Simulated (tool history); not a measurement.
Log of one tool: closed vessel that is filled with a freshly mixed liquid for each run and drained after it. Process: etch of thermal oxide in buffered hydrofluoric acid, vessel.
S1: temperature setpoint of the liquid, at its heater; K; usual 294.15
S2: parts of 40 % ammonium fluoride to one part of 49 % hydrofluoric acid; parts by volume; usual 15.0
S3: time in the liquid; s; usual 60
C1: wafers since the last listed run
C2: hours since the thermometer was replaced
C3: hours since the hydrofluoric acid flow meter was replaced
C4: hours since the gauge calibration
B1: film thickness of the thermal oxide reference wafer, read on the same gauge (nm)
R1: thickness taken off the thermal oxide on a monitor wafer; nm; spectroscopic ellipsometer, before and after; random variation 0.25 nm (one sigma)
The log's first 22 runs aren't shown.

run 23 hour=296.2 | S1=294.15 S2=9.0 S3=60 | C1=1203 C2=83.1 C3=153.5 C4=325.4 | B1=119.97 | R1=64.32
-- hour=302.6 gauge calibrated
run 24 hour=306.3 | S1=291.15 S2=16.5 S3=60 | C1=832 C2=93.2 C3=163.6 C4=3.7 | B1=120.04 | R1=30.99
run 25 hour=314.2 | S1=294.15 S2=15.0 S3=60 | C1=651 C2=101.1 C3=171.5 C4=11.6 | B1=120.02 | R1=39.62
run 26 hour=326.5 | S1=294.15 S2=15.0 S3=60 | C1=1013 C2=113.4 C3=183.8 C4=23.9 | B1=120.00 | R1=39.57
run 27 hour=336.3 | S1=294.15 S2=15.0 S3=75 | C1=807 C2=123.2 C3=193.6 C4=33.7 | B1=120.01 | R1=50.06
run 28 hour=352.2 | S1=294.15 S2=15.0 S3=85 | C1=1310 C2=139.1 C3=209.5 C4=49.6 | B1=119.97 | R1=56.46
run 29 hour=367.5 | S1=290.65 S2=15.0 S3=60 | C1=1261 C2=154.4 C3=224.8 C4=64.9 | B1=120.01 | R1=32.89
run 30 hour=377.2 | S1=296.15 S2=21.0 S3=45 | C1=799 C2=164.1 C3=234.5 C4=74.6 | B1=119.98 | R1=24.56
run 31 hour=391.8 | S1=294.15 S2=15.0 S3=60 | C1=1203 C2=178.7 C3=249.1 C4=89.2 | B1=120.04 | R1=39.80
run 32 hour=409.1 | S1=298.15 S2=15.0 S3=40 | C1=1425 C2=196.0 C3=266.4 C4=106.5 | B1=120.02 | R1=33.20
run 33 hour=424.7 | S1=294.15 S2=12.5 S3=60 | C1=1285 C2=211.6 C3=282.0 C4=122.1 | B1=119.96 | R1=48.03
run 34 hour=435.0 | S1=294.15 S2=15.0 S3=60 | C1=848 C2=221.9 C3=292.3 C4=132.4 | B1=120.05 | R1=39.65

3 ways to go on from here, each from the tool as it stands after run 34. What would each give?
run A hour=435.7 | S1=294.15 S2=19.0 S3=60 | C1=57 C2=222.6 C3=293.0 C4=133.1 | B1=? | R1=?
run B hour=435.7 | S1=292.65 S2=12.0 S3=45 | C1=57 C2=222.6 C3=293.0 C4=133.1 | B1=? | R1=?
run C hour=435.7 | S1=297.65 S2=15.0 S3=60 | C1=57 C2=222.6 C3=293.0 C4=133.1 | B1=? | R1=?

run=A B1=119.97 R1=31.74
run=B B1=119.97 R1=34.41
run=C B1=119.97 R1=48.60
Without the tool's hidden state the same runs would have given:
run=A R1=32.63
run=B R1=35.36
run=C R1=49.94

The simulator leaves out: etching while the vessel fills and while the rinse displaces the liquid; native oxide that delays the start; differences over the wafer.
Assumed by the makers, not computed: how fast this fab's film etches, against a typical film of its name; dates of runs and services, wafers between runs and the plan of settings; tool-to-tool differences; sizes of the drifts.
